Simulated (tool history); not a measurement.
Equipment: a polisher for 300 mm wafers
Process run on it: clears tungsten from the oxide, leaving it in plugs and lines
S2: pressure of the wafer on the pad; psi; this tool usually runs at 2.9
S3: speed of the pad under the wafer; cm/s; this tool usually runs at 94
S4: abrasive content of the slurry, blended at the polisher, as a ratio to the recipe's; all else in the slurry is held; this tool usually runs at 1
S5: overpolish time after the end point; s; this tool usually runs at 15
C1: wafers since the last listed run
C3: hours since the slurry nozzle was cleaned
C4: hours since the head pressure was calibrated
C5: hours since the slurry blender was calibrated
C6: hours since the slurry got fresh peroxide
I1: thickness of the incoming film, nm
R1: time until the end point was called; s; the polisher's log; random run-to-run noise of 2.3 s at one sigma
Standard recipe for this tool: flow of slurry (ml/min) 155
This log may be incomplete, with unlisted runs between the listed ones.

{"run": 1, "hour": 0.0, "flow of slurry (ml/min)": 190, "S2": 2.9, "S3": 94, "S4": 1, "S5": 15, "C1": 0, "wafers polished on this pad": 15, "C3": 529.2, "C4": 320.1, "C5": 31.2, "C6": 82.8, "I1": 540.3, "R1": 129.5}
{"run": 2, "hour": 16.4, "flow of slurry (ml/min)": 190, "S2": 2.9, "S3": 94, "S4": 1, "S5": 15, "C1": 107, "wafers polished on this pad": 123, "C3": 545.6, "C4": 336.5, "C5": 47.6, "C6": 99.2, "I1": 542.3, "R1": 136.8}
{"run": 3, "hour": 48.9, "flow of slurry (ml/min)": 190, "S2": 2.9, "S3": 94, "S4": 1, "S5": 15, "C1": 212, "wafers polished on this pad": 335, "C3": 578.1, "C4": 369, "C5": 80.1, "C6": 131.7, "I1": 538, "R1": 138.2}
{"hour": 71.5, "done": "worn pad replaced by a new one"}
{"run": 4, "hour": 72.0, "flow of slurry (ml/min)": 155, "S2": 3.3, "S3": 94, "S4": 1, "S5": 15, "C1": 124, "wafers polished on this pad": 3, "C3": 601.2, "C4": 392.1, "C5": 103.2, "C6": 154.8, "I1": 532.4, "R1": 125.4}
{"hour": 83.2, "done": "slurry blender recalibrated"}
{"run": 5, "hour": 85.4, "flow of slurry (ml/min)": 155, "S2": 3.3, "S3": 94, "S4": 1, "S5": 15, "C1": 74, "wafers polished on this pad": 77, "C3": 614.6, "C4": 405.5, "C5": 2.2, "C6": 168.2, "I1": 538.6, "R1": 116.9}
{"hour": 100.3, "done": "slurry tank refilled with fresh slurry and peroxide"}
{"run": 6, "hour": 112.3, "flow of slurry (ml/min)": 155, "S2": 2.9, "S3": 120, "S4": 1, "S5": 15, "C1": 169, "wafers polished on this pad": 246, "C3": 641.5, "C4": 432.4, "C5": 29.1, "C6": 12, "I1": 540.4, "R1": 104}
{"run": 7, "hour": 132.0, "flow of slurry (ml/min)": 155, "S2": 2.9, "S3": 120, "S4": 1, "S5": 15, "C1": 128, "wafers polished on this pad": 375, "C3": 661.2, "C4": 452.1, "C5": 48.8, "C6": 31.7, "I1": 533, "R1": 108.2}
{"hour": 141.3, "done": "slurry nozzle cleaned"}
{"hour": 167.9, "done": "worn pad replaced by a new one"}
{"run": 8, "hour": 168.5, "flow of slurry (ml/min)": 170, "S2": 2.9, "S3": 94, "S4": 1, "S5": 15, "C1": 205, "wafers polished on this pad": 4, "C3": 27.2, "C4": 488.6, "C5": 85.3, "C6": 68.2, "I1": 540.5, "R1": 132.2}
{"run": 9, "hour": 198.8, "flow of slurry (ml/min)": 155, "S2": 2.4, "S3": 126, "S4": 1.25, "S5": 15, "C1": 197, "wafers polished on this pad": 202, "C3": 57.5, "C4": 518.9, "C5": 115.6, "C6": 98.5, "I1": 537.4, "R1": 118.2}
{"hour": 207.5, "done": "slurry blender recalibrated"}
{"hour": 263.6, "done": "worn pad replaced by a new one"}
{"hour": 281.1, "done": "slurry tank refilled with fresh slurry and peroxide"}
{"run": 10, "hour": 293.1, "flow of slurry (ml/min)": 110, "S2": 2.5, "S3": 94, "S4": 1, "S5": 15, "C1": 570, "wafers polished on this pad": 186, "C3": 151.8, "C4": 613.2, "C5": 85.6, "C6": 12, "I1": 544.2, "R1": 166.6}
{"run": 11, "hour": 315.4, "flow of slurry (ml/min)": 170, "S2": 3.2, "S3": 94, "S4": 1, "S5": 20, "C1": 145, "wafers polished on this pad": 331, "C3": 174.1, "C4": 635.5, "C5": 107.9, "C6": 34.3, "I1": 529.9, "R1": 129.1}

Run 12 comes next. What will it give?
{"hour": 329.9, "done": "slurry blender recalibrated"}
{"run": 12, "hour": 337.8, "flow of slurry (ml/min)": 155, "S2": 2.3, "S3": 80, "S4": 1, "S5": 15, "C1": 133, "wafers polished on this pad": 464, "C3": 196.5, "C4": 657.9, "C5": 7.9, "C6": 56.7, "I1": 543.3, "R1": "?"}

R1: 196.7 s
With the hidden condition absent and the run-to-run variation left alone, this run would have shown R1 195.3 s.

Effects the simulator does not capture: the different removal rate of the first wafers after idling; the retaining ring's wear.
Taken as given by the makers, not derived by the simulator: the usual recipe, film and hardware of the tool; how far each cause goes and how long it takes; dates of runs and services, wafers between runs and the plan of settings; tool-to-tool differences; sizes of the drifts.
